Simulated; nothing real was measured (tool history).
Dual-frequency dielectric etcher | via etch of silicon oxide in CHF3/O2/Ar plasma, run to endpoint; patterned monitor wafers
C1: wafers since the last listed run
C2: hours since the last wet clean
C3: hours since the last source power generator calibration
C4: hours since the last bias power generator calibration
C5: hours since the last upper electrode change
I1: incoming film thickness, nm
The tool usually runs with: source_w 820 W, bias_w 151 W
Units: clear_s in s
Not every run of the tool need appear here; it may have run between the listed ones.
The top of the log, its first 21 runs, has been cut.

run 22 hour=1162.7 | source_w=1000 bias_w=136 | C1=162 C2=156.1 C3=3941.7 C4=322.1 C5=438.2 | I1=406.8 | clear_s=192.4
run 23 hour=1215.9 | source_w=820 bias_w=165 | C1=198 C2=209.3 C3=3994.9 C4=375.3 C5=491.4 | I1=410.5 | clear_s=200.8
-- hour=1234.1 source power generator calibrated
run 24 hour=1244.5 | source_w=880 bias_w=128 | C1=91 C2=237.9 C3=10.4 C4=403.9 C5=520 | I1=407.6 | clear_s=203.3
run 25 hour=1308.2 | source_w=770 bias_w=141 | C1=237 C2=301.6 C3=74.1 C4=467.6 C5=583.7 | I1=407.2 | clear_s=212.4
-- hour=1343.5 wet clean of the chamber
run 26 hour=1374.3 | source_w=930 bias_w=151 | C1=156 C2=30.8 C3=140.2 C4=533.7 C5=649.8 | I1=413.9 | clear_s=197.2
run 27 hour=1422 | source_w=820 bias_w=151 | C1=177 C2=78.5 C3=187.9 C4=581.4 C5=697.5 | I1=408.9 | clear_s=205.5
run 28 hour=1475.6 | source_w=920 bias_w=151 | C1=199 C2=132.1 C3=241.5 C4=635 C5=751.1 | I1=407.9 | clear_s=195.2
run 29 hour=1538.6 | source_w=820 bias_w=151 | C1=234 C2=195.1 C3=304.5 C4=698 C5=814.1 | I1=407 | clear_s=203.6
run 30 hour=1581.1 | source_w=820 bias_w=151 | C1=158 C2=237.6 C3=347 C4=740.5 C5=856.6 | I1=405.3 | clear_s=204.6
run 31 hour=1647.6 | source_w=990 bias_w=161 | C1=247 C2=304.1 C3=413.5 C4=807 C5=923.1 | I1=406.1 | clear_s=184.8
-- hour=1681.5 wet clean of the chamber
run 32 hour=1704 | source_w=720 bias_w=131 | C1=120 C2=22.5 C3=469.9 C4=863.4 C5=979.5 | I1=410.1 | clear_s=225.8

What if the next run were any one of these 3? Each begins from the tool's condition after run 32:
run A hour=1704.5 | source_w=820 bias_w=174 | C1=1 C2=23 C3=470.4 C4=863.9 C5=980 | I1=406.8 | clear_s=?
run B hour=1704.5 | source_w=650 bias_w=151 | C1=1 C2=23 C3=470.4 C4=863.9 C5=980 | I1=406.8 | clear_s=?
run C hour=1704.5 | source_w=980 bias_w=113 | C1=1 C2=23 C3=470.4 C4=863.9 C5=980 | I1=406.8 | clear_s=?

run=A clear_s=198.4
run=B clear_s=227.3
run=C clear_s=202.4
Stripped of hidden state, with their random variation kept, the same runs would have yielded:
run=A clear_s=198.4
run=B clear_s=227.3
run=C clear_s=202.4
